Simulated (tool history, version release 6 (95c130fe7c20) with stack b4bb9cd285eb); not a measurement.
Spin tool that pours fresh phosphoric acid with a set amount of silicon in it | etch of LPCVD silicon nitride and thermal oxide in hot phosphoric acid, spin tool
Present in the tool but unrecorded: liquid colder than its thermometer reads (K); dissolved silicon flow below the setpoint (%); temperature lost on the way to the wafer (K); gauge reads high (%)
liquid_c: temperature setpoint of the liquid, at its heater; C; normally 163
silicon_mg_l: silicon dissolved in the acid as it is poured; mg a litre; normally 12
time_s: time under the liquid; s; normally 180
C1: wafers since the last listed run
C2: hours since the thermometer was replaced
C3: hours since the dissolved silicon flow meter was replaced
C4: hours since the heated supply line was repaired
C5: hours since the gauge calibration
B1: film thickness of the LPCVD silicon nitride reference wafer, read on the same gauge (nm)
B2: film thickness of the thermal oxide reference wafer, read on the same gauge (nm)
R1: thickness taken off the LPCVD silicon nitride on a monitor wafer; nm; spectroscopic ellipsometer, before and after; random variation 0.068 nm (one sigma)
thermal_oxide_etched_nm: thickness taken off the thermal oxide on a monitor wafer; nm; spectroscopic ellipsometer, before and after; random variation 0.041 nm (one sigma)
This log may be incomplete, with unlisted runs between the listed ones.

run 1 hour=0 | liquid_c=163 silicon_mg_l=16 time_s=180 | C1=0 C2=2171.6 C3=362.8 C4=3313.2 C5=221.1 | B1=60 B2=110.024 | R1=17.02 thermal_oxide_etched_nm=0.417
-- hour=12.3 gauge calibrated
run 2 hour=31.5 | liquid_c=163 silicon_mg_l=16 time_s=180 | C1=301 C2=2203.1 C3=394.3 C4=3344.7 C5=19.2 | B1=60.02 B2=110 | R1=17.03 thermal_oxide_etched_nm=0.485
run 3 hour=60.7 | liquid_c=163 silicon_mg_l=16 time_s=180 | C1=279 C2=2232.3 C3=423.5 C4=3373.9 C5=48.4 | B1=60 B2=110.006 | R1=16.97 thermal_oxide_etched_nm=0.413
run 4 hour=90.6 | liquid_c=164.5 silicon_mg_l=4.5 time_s=180 | C1=286 C2=2262.2 C3=453.4 C4=3403.8 C5=78.3 | B1=60.02 B2=109.988 | R1=17.82 thermal_oxide_etched_nm=0.569
run 5 hour=104.7 | liquid_c=164.5 silicon_mg_l=4.5 time_s=180 | C1=135 C2=2276.3 C3=467.5 C4=3417.9 C5=92.4 | B1=60.01 B2=110.007 | R1=17.92 thermal_oxide_etched_nm=0.649
run 6 hour=138.3 | liquid_c=163 silicon_mg_l=12 time_s=180 | C1=322 C2=2309.9 C3=501.1 C4=3451.5 C5=126 | B1=60 B2=110.001 | R1=16.96 thermal_oxide_etched_nm=0.497
run 7 hour=164.3 | liquid_c=163 silicon_mg_l=12 time_s=180 | C1=249 C2=2335.9 C3=527.1 C4=3477.5 C5=152 | B1=60 B2=110.016 | R1=16.82 thermal_oxide_etched_nm=0.452
run 8 hour=183.2 | liquid_c=163 silicon_mg_l=12 time_s=180 | C1=181 C2=2354.8 C3=546 C4=3496.4 C5=170.9 | B1=59.99 B2=109.973 | R1=16.88 thermal_oxide_etched_nm=0.46
-- hour=198.2 dissolved silicon flow meter replaced
run 9 hour=201.6 | liquid_c=163 silicon_mg_l=3 time_s=235 | C1=166 C2=2373.2 C3=3.4 C4=3514.8 C5=189.3 | B1=60.02 B2=109.996 | R1=22.04 thermal_oxide_etched_nm=0.764
run 10 hour=217.2 | liquid_c=163 silicon_mg_l=16 time_s=180 | C1=149 C2=2388.8 C3=19 C4=3530.4 C5=204.9 | B1=59.99 B2=109.988 | R1=16.88 thermal_oxide_etched_nm=0.406
run 11 hour=244.4 | liquid_c=163 silicon_mg_l=18 time_s=180 | C1=260 C2=2416 C3=46.2 C4=3557.6 C5=232.1 | B1=60.01 B2=109.99 | R1=16.86 thermal_oxide_etched_nm=0.368
run 12 hour=275.8 | liquid_c=166 silicon_mg_l=12 time_s=90 | C1=300 C2=2447.4 C3=77.6 C4=3589 C5=263.5 | B1=60.03 B2=109.999 | R1=9.29 thermal_oxide_etched_nm=0.286
-- hour=282.9 gauge calibrated
-- hour=330.1 thermometer replaced
-- hour=333.2 heated supply line repaired
run 13 hour=362 | liquid_c=160.5 silicon_mg_l=12 time_s=180 | C1=807 C2=31.9 C3=163.8 C4=28.8 C5=79.1 | B1=59.99 B2=110.014 | R1=17.05 thermal_oxide_etched_nm=0.439
run 14 hour=394.2 | liquid_c=161 silicon_mg_l=12 time_s=130 | C1=308 C2=64.1 C3=196 C4=61 C5=111.3 | B1=59.99 B2=110.007 | R1=12.56 thermal_oxide_etched_nm=0.306
run 15 hour=426.7 | liquid_c=163 silicon_mg_l=12 time_s=180 | C1=311 C2=96.6 C3=228.5 C4=93.5 C5=143.8 | B1=60 B2=110.001 | R1=18.52 thermal_oxide_etched_nm=0.558
run 16 hour=456.7 | liquid_c=161.5 silicon_mg_l=6 time_s=280 | C1=287 C2=126.6 C3=258.5 C4=123.5 C5=173.8 | B1=59.98 B2=109.988 | R1=27.36 thermal_oxide_etched_nm=0.813

Forecast each of these 5 alternatives for the next run:
run A hour=457.2 | liquid_c=163 silicon_mg_l=17.5 time_s=180 | C1=4 C2=127.1 C3=259 C4=124 C5=174.3 | B1=? B2=? | R1=? thermal_oxide_etched_nm=?
run B hour=457.2 | liquid_c=164.5 silicon_mg_l=6 time_s=285 | C1=4 C2=127.1 C3=259 C4=124 C5=174.3 | B1=? B2=? | R1=? thermal_oxide_etched_nm=?
run C hour=457.2 | liquid_c=163 silicon_mg_l=21 time_s=235 | C1=4 C2=127.1 C3=259 C4=124 C5=174.3 | B1=? B2=? | R1=? thermal_oxide_etched_nm=?
run D hour=457.2 | liquid_c=161.5 silicon_mg_l=3.5 time_s=105 | C1=4 C2=127.1 C3=259 C4=124 C5=174.3 | B1=? B2=? | R1=? thermal_oxide_etched_nm=?
run E hour=457.2 | liquid_c=163 silicon_mg_l=15 time_s=180 | C1=4 C2=127.1 C3=259 C4=124 C5=174.3 | B1=? B2=? | R1=? thermal_oxide_etched_nm=?

run=A B1=59.98 B2=110.01 R1=18.5 thermal_oxide_etched_nm=0.442
run=B B1=59.98 B2=110.01 R1=30.78 thermal_oxide_etched_nm=1.021
run=C B1=59.98 B2=110.01 R1=24.15 thermal_oxide_etched_nm=0.523
run=D B1=59.98 B2=110.01 R1=10.27 thermal_oxide_etched_nm=0.317
run=E B1=59.98 B2=110.01 R1=18.5 thermal_oxide_etched_nm=0.472
With the hidden condition removed and each run's random variation left untouched, the same runs would have given:
run=A R1=18.6 thermal_oxide_etched_nm=0.447
run=B R1=30.94 thermal_oxide_etched_nm=1.033
run=C R1=24.28 thermal_oxide_etched_nm=0.53
run=D R1=10.32 thermal_oxide_etched_nm=0.321
run=E R1=18.6 thermal_oxide_etched_nm=0.477
